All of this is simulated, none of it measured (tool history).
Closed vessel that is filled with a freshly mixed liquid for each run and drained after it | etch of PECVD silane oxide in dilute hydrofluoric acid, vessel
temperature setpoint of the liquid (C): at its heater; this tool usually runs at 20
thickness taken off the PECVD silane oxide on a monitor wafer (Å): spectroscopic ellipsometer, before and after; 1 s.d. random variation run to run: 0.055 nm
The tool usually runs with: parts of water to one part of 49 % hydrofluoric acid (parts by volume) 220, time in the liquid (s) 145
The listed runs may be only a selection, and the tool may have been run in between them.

run     day  temperature setpoint of the liquid (C)  parts of water to one part of 49 % hydrofluoric acid (parts by volume)  time in the liquid (s)  read-back film thickness of the PECVD silane oxide reference wafer, read on the same gauge (nm)  thickness taken off the PECVD silane oxide on a monitor wafer (Å)
  1       0                                      21                                                                     150                     145                                                                                           139.98                                                              111.4
  2   1.371                                      20                                                                     220                     145                                                                                           140.02                                                               67.5
  3   2.467                                      20                                                                     220                     145                                                                                           140.03                                                               65.9
  4   3.167                                      20                                                                     165                     145                                                                                           139.99                                                               94.4
  5   4.571                                      20                                                                     165                     145                                                                                           140.01                                                               94.8
  6   6.071                                      20                                                                     165                     145                                                                                           139.98                                                               94.6
  7   6.917                                    21.5                                                                     220                     105                                                                                           139.98                                                               50.9
  8   8.404                                      17                                                                     220                     145                                                                                           139.99                                                                 59
  9   9.833                                      17                                                                     165                     145                                                                                           139.98                                                               83.2
 10  10.796                                      20                                                                     220                     145                                                                                           140.04                                                               66.6
 11  11.783                                      20                                                                     220                     145                                                                                           140.01                                                               65.8
 12  12.729                                    24.5                                                                     220                     145                                                                                              140                                                               78.9
     13.062  -- gauge calibrated
     13.158  -- hydrofluoric acid flow meter replaced
     13.296  -- thermometer replaced
 13  13.996                                      20                                                                     295                     145                                                                                           140.05                                                               41.5
 14  14.529                                      20                                                                     220                     145                                                                                           140.03                                                               60.8
 15   15.95                                      20                                                                     175                     100                                                                                              140                                                               54.9
 16  17.192                                      18                                                                     180                     225                                                                                           140.01                                                              110.5
 17  17.896                                      20                                                                     220                      60                                                                                           139.99                                                                 25
 18  19.021                                      20                                                                     220                     145                                                                                           139.99                                                               59.6
 19  19.938                                      20                                                                     110                     145                                                                                           140.01                                                              136.7
 20  21.067                                      17                                                                     220                      90                                                                                           140.01                                                               33.4
 21  22.262                                      25                                                                     260                     145                                                                                           140.02                                                               58.2
 22  22.996                                      17                                                                     295                     105                                                                                           140.02                                                               27.1
     23.462  -- hydrofluoric acid flow meter replaced, repeated, since the last time left the tool worse
 23  23.762                                      25                                                                     220                     145                                                                                              140                                                                 89
 24  25.217                                      17                                                                     220                     205                                                                                           139.99                                                                 93
 25  25.792                                    23.5                                                                     190                     185                                                                                           140.02                                                              128.3
 26  27.079                                    22.5                                                                     325                     170                                                                                           140.02                                                               57.7
 27  27.592                                      20                                                                     220                     145                                                                                           139.98                                                               73.1
 28  28.125                                    23.5                                                                     220                     185                                                                                              140                                                              107.7
 29  28.992                                      17                                                                     270                      90                                                                                              140                                                               31.2
 30  30.142                                      22                                                                     155                     175                                                                                              140                                                                145
 31  34.288                                      20                                                                     265                     100                                                                                           140.06                                                               39.8
 32  35.842                                      20                                                                     265                     100                                                                                              140                                                               40.2

Run-by-run hidden state of the tool:
liquid hotter than its thermometer reads (K): 0, the same for each run
gauge reads high (%): 0, the same for each run
H1: hydrofluoric acid flow below the setpoint (%)
run      H1
  1    7.18
  2    7.32
  3    7.44
  4    7.51
  5    7.65
  6    7.81
  7     7.9
  8    8.05
  9     8.2
 10     8.3
 11     8.4
 12     8.5
 13    14.6
 14    14.7
 15    14.8
 16      15
 17      15
 18    15.2
 19    15.2
 20    15.4
 21    15.5
 22    15.6
 23  0.0986
 24   0.249
 25   0.309
 26   0.442
 27   0.495
 28    0.55
 29    0.64
 30   0.759
 31    1.19
 32    1.35

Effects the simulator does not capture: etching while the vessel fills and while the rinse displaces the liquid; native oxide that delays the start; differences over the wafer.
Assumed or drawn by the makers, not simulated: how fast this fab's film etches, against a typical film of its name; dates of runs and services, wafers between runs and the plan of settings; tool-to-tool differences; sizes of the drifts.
